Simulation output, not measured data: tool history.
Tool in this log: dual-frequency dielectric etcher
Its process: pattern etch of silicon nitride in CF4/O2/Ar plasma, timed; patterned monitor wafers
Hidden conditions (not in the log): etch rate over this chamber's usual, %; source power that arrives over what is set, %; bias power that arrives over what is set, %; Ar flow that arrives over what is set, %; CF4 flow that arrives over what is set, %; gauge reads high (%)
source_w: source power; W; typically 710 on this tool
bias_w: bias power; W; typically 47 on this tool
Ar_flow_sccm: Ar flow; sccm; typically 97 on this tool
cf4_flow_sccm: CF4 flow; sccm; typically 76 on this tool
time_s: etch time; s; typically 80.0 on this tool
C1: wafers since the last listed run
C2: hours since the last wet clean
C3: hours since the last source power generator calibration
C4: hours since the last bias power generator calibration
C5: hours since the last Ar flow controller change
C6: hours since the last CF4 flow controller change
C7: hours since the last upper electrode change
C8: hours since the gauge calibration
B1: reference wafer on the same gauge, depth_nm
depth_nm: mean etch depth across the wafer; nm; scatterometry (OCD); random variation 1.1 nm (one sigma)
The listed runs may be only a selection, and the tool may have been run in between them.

Run 1, hour 0.0: usual settings but source_w 590 W; C1 0; C2 409.0; C3 3626.7; C4 1356.9; C5 5955.8; C6 2971.2; C7 2063.5; C8 373.5; B1 228.8. Result: depth_nm 185.1 nm.
At hour 38.7: wet clean of the chamber.
Run 2, hour 69.0: usual settings; C1 497; C2 30.3; C3 3695.7; C4 1425.9; C5 6024.8; C6 3040.2; C7 2132.5; C8 442.5; B1 228.8. Result: depth_nm 199.3 nm.
Run 3, hour 137.6: usual settings but cf4_flow_sccm 65 sccm; C1 758; C2 98.9; C3 3764.3; C4 1494.5; C5 6093.4; C6 3108.8; C7 2201.1; C8 511.1; B1 228.8. Result: depth_nm 192.6 nm.
Run 4, hour 196.9: usual settings but cf4_flow_sccm 65 sccm; C1 655; C2 158.2; C3 3823.6; C4 1553.8; C5 6152.7; C6 3168.1; C7 2260.4; C8 570.4; B1 229.1. Result: depth_nm 196.7 nm.
Run 5, hour 263.6: usual settings but cf4_flow_sccm 65 sccm; C1 737; C2 224.9; C3 3890.3; C4 1620.5; C5 6219.4; C6 3234.8; C7 2327.1; C8 637.1; B1 228.6. Result: depth_nm 196.6 nm.
Run 6, hour 311.5: usual settings; C1 529; C2 272.8; C3 3938.2; C4 1668.4; C5 6267.3; C6 3282.7; C7 2375.0; C8 685.0; B1 228.8. Result: depth_nm 199.9 nm.
Run 7, hour 381.4: usual settings; C1 772; C2 342.7; C3 4008.1; C4 1738.3; C5 6337.2; C6 3352.6; C7 2444.9; C8 754.9; B1 228.9. Result: depth_nm 205.0 nm.
At hour 421.8: CF4 flow controller replaced.
Run 8, hour 486.3: usual settings; C1 1093; C2 447.6; C3 4113.0; C4 1843.2; C5 6442.1; C6 64.5; C7 2549.8; C8 859.8; B1 229.4. Result: depth_nm 206.0 nm.
At hour 544.3: wet clean of the chamber.
At hour 546.0: source power generator calibrated.
Run 9, hour 559.1: usual settings but source_w 560 W, bias_w 35 W, cf4_flow_sccm 69 sccm, time_s 92.5 s; C1 521; C2 14.8; C3 13.1; C4 1916.0; C5 6514.9; C6 137.3; C7 2622.6; C8 932.6; B1 228.8. Result: depth_nm 184.8 nm.
At hour 615.9: upper electrode replaced, of another model than before.
Run 10, hour 638.6: usual settings but source_w 880 W, Ar_flow_sccm 73 sccm, cf4_flow_sccm 93 sccm, time_s 90.5 s; C1 613; C2 94.3; C3 92.6; C4 1995.5; C5 6594.4; C6 216.8; C7 22.7; C8 1012.1; B1 229.2. Result: depth_nm 299.9 nm.
At hour 698.5: Ar flow controller replaced.
At hour 734.4: gauge calibrated.
Run 11, hour 744.6: usual settings; C1 1105; C2 200.3; C3 198.6; C4 2101.5; C5 46.1; C6 322.8; C7 128.7; C8 10.2; B1 228.8. Result: depth_nm 202.6 nm.
At hour 751.7: bias power generator calibrated.
Run 12, hour 796.6: usual settings but source_w 530 W, Ar_flow_sccm 121 sccm; C1 530; C2 252.3; C3 250.6; C4 44.9; C5 98.1; C6 374.8; C7 180.7; C8 62.2; B1 229.2. Result: depth_nm 150.1 nm.
Run 13, hour 836.2: usual settings but Ar_flow_sccm 103 sccm, cf4_flow_sccm 81 sccm, time_s 57.5 s; C1 437; C2 291.9; C3 290.2; C4 84.5; C5 137.7; C6 414.4; C7 220.3; C8 101.8; B1 229.0. Result: depth_nm 146.5 nm.
Run 14, hour 932.4: usual settings but source_w 650 W, Ar_flow_sccm 105 sccm; C1 1063; C2 388.1; C3 386.4; C4 180.7; C5 233.9; C6 510.6; C7 316.5; C8 198.0; B1 229.1. Result: depth_nm 187.3 nm.
At hour 1028.4: wet clean of the chamber.
Run 15, hour 1037.7: usual settings but source_w 770 W, bias_w 43 W, Ar_flow_sccm 116 sccm, time_s 90.0 s; C1 898; C2 9.3; C3 491.7; C4 286.0; C5 339.2; C6 615.9; C7 421.8; C8 303.3; B1 228.7. Result: depth_nm 227.6 nm.
Run 16, hour 1080.1: usual settings but cf4_flow_sccm 58 sccm; C1 468; C2 51.7; C3 534.1; C4 328.4; C5 381.6; C6 658.3; C7 464.2; C8 345.7; B1 228.9. Result: depth_nm 192.5 nm.
Run 17, hour 1131.8: usual settings; C1 571; C2 103.4; C3 585.8; C4 380.1; C5 433.3; C6 710.0; C7 515.9; C8 397.4; B1 228.6. Result: depth_nm 201.4 nm.

How would selected steps in depth_nm from run to run divide? Give the signed amount a tool lacking its hidden state would still show from settings, what came in and random variation, and the signed amount left for the hidden state, including any gauge scatter that is not in both of the compared results.
Run 1 -> 2: source_w 590 -> 710, wet clean of the chamber. depth_nm +14.2 nm: hidden state -5.8, all else +20.0.
Run 9 -> 10: source_w 560 -> 880, bias_w 35 -> 47, Ar_flow_sccm 97 -> 73, cf4_flow_sccm 69 -> 93, time_s 92.5 -> 90.5, upper electrode replaced, of another model than before. depth_nm +115.1 nm: hidden state +2.2, all else +112.9.

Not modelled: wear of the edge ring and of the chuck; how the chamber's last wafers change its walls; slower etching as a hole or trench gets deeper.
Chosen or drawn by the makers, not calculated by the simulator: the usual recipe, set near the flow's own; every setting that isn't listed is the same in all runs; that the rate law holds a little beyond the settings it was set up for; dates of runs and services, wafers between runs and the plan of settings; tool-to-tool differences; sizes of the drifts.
